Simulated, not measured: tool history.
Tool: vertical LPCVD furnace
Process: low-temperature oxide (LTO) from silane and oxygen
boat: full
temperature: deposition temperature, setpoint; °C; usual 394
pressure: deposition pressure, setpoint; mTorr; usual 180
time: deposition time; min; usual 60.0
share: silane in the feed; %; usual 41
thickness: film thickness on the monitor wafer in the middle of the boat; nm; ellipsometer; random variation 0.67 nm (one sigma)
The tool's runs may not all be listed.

| run | hour | temperature | pressure | time | share | read-back reference wafer on the same gauge, thickness | thickness |
|---|---|---|---|---|---|---|---|
| 1 | 0.0 | 394 | 180 | 43.0 | 41 | 528.00 | 332.30 |
| 2 | 13.0 | 394 | 180 | 43.0 | 41 | 527.87 | 332.04 |
| 3 | 26.5 | 394 | 180 | 43.0 | 41 | 528.06 | 330.88 |
| 4 | 39.3 | 394 | 180 | 60.0 | 35 | 528.15 | 378.81 |
| 5 | 47.8 | 394 | 180 | 60.0 | 35 | 527.92 | 379.21 |
| 6 | 59.3 | 394 | 180 | 60.0 | 35 | 528.03 | 378.53 |
| 7 | 74.2 | 394 | 180 | 60.0 | 41 | 528.22 | 462.90 |
| 8 | 89.6 | 394 | 180 | 60.0 | 41 | 527.92 | 464.37 |
| 9 | 99.6 | 394 | 180 | 60.0 | 41 | 528.10 | 463.31 |
|  | 113.1 | gauge calibrated |
|  | 131.3 | thermocouples replaced and temperature profile calibrated |
| 10 | 131.8 | 394 | 180 | 60.0 | 36 | 528.22 | 393.67 |
| 11 | 135.7 | 394 | 180 | 60.0 | 36 | 527.86 | 394.02 |
| 12 | 145.8 | 394 | 180 | 60.0 | 41 | 528.07 | 463.25 |
| 13 | 153.9 | 394 | 180 | 60.0 | 45 | 528.04 | 515.52 |
|  | 182.5 | silane flow controller replaced |
|  | 200.2 | pressure gauge zeroed |
| 14 | 200.7 | 394 | 180 | 60.0 | 45 | 527.94 | 527.81 |
| 15 | 204.6 | 394 | 180 | 43.0 | 41 | 527.86 | 341.52 |
| 16 | 208.6 | 399 | 180 | 75.5 | 48 | 528.04 | 745.32 |
| 17 | 212.6 | 394 | 180 | 39.5 | 35 | 528.10 | 256.23 |
| 18 | 216.5 | 394 | 180 | 60.0 | 41 | 527.86 | 476.01 |
| 19 | 225.0 | 402 | 190 | 44.0 | 49 | 528.04 | 480.93 |
| 20 | 236.3 | 388 | 165 | 60.0 | 41 | 527.94 | 409.41 |
|  | 305.8 | pressure gauge zeroed, repeated, since the last time left the tool worse |
| 21 | 306.3 | 388 | 135 | 53.5 | 47 | 527.99 | 323.68 |
| 22 | 310.3 | 388 | 200 | 60.0 | 41 | 528.01 | 464.33 |
| 23 | 315.1 | 394 | 180 | 37.5 | 41 | 527.92 | 279.52 |
| 24 | 323.5 | 388 | 205 | 60.0 | 41 | 528.16 | 475.94 |
| 25 | 332.1 | 404 | 205 | 83.5 | 49 | 528.02 | 947.61 |
| 26 | 343.7 | 394 | 180 | 60.0 | 49 | 528.08 | 537.74 |
| 27 | 361.5 | 394 | 180 | 60.0 | 41 | 528.03 | 447.24 |
| 28 | 374.3 | 394 | 205 | 60.0 | 41 | 528.14 | 509.58 |

The next listed run, before its measurement:
| 29 | 380.7 | 404 | 180 | 60.0 | 45 | ? | ? |

{"run 29": {"read-back reference wafer on the same gauge, thickness": 527.99, "thickness": 551.24}}
Without the tool's hidden state the same run would have given thickness 551.95 nm.

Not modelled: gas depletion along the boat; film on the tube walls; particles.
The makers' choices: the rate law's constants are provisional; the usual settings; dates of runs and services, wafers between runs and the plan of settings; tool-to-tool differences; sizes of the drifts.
